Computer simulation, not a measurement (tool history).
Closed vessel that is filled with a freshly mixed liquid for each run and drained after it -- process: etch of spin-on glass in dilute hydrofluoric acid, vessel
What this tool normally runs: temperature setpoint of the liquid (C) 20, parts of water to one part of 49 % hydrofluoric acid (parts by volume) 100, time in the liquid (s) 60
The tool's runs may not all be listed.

run,hour,temperature setpoint of the liquid (C),parts of water to one part of 49 % hydrofluoric acid (parts by volume),time in the liquid (s),wafers since the last listed run,hours since the thermometer was replaced,hours since the hydrofluoric acid flow meter was replaced,hours since the gauge calibration,"read-back film thickness of the spin-on glass reference wafer, read on the same gauge (nm)",thickness taken off the spin-on glass on a monitor wafer (Å)
1,0,20,100,60,0,1680.6,183.9,469.4,49.33,199.9
2,83.3,20,100,60,5426,1763.9,267.2,552.7,49.26,202.4
3,351.4,18.5,100,45,17464,2032,535.3,820.8,49.08,141.4
4,448.1,18.5,100,45,6299,2128.7,632,917.5,49.03,140.5
5,495.5,20,100,60,3087,2176.1,679.4,964.9,48.98,201.8
6,600.5,20,100,60,6839,2281.1,784.4,1069.9,48.93,200
7,668.7,20,100,60,4442,2349.3,852.6,1138.1,48.87,198.7
8,753.6,20,100,60,5530,2434.2,937.5,1223,48.81,199.4
9,806.9,20,100,60,3472,2487.5,990.8,1276.3,48.78,199.5
# hour 836.1: hydrofluoric acid flow meter replaced
10,881.2,20,100,60,4774,2561.8,45.1,1350.6,48.73,200.5
11,1069.2,20,100,60,12246,2749.8,233.1,1538.6,48.61,197.2
# hour 1115.6: thermometer replaced
12,1117.6,20,100,60,3087,2,281.5,1587,48.59,197.5
13,1224.6,20,100,40,6970,109,388.5,1694,48.51,132.5
14,1297.3,20,100,40,4735,181.7,461.2,1766.7,48.45,131.4
15,1371.1,20,100,60,4807,255.5,535,1840.5,48.41,197.6
16,1462.2,17.5,70,60,5934,346.6,626.1,1931.6,48.36,261.9
17,1518.9,20,50,60,3693,403.3,682.8,1988.3,48.31,416.4
18,1644.9,20,100,60,8207,529.3,808.8,2114.3,48.23,199
19,1709.4,20,85,70,4201,593.8,873.3,2178.8,48.19,277.7
# hour 1770: hydrofluoric acid flow meter replaced
20,1784,20,60,40,4794,668.4,14,2253.4,48.12,229.6
21,1840.9,20,140,60,3706,725.3,70.9,2310.3,48.1,135.8
22,1878.4,17,100,60,2442,762.8,108.4,2347.8,48.08,172.3
23,1951.5,21.5,100,60,4761,835.9,181.5,2420.9,48.03,209.1
# hour 1996.7: gauge calibrated
24,2033.9,20,100,60,5367,918.3,263.9,37.2,49.89,201.5
25,2116.1,20,100,80,5354,1000.5,346.1,119.4,49.83,270.9
26,2174.9,17,100,75,3830,1059.3,404.9,178.2,49.8,225.4
27,2223.5,20,100,60,3165,1107.9,453.5,226.8,49.77,204.2
28,2268.8,20,85,35,2950,1153.2,498.8,272.1,49.74,143.3
29,2364.3,20,145,80,6220,1248.7,594.3,367.6,49.68,178.1
30,2468.4,20,100,75,6781,1352.8,698.4,471.7,49.61,253.4
31,2558.1,23,75,30,5843,1442.5,788.1,561.4,49.56,157.3
32,2643.5,20,100,60,5563,1527.9,873.5,646.8,49.48,202.2

Consider 5 possible next runs. They are alternatives, not a sequence: every one starts from the tool as it was left by run 32. What does each give?
A,2644.2,20,100,30,45,1528.6,874.2,647.5,?,?
B,2644.2,20,100,85,45,1528.6,874.2,647.5,?,?
C,2644.2,17,140,75,45,1528.6,874.2,647.5,?,?
D,2644.2,21.5,55,35,45,1528.6,874.2,647.5,?,?
E,2644.2,20,135,60,45,1528.6,874.2,647.5,?,?

run,"read-back film thickness of the spin-on glass reference wafer, read on the same gauge (nm)",thickness taken off the spin-on glass on a monitor wafer (Å)
A,49.48,101.1
B,49.48,286.5
C,49.48,153.1
D,49.48,240.7
E,49.48,144.2
Take away the tool's hidden state, keep each run's random variation, and the runs would have read:
run,thickness taken off the spin-on glass on a monitor wafer (Å)
A,102.2
B,289.5
C,154.6
D,243.1
E,145.7
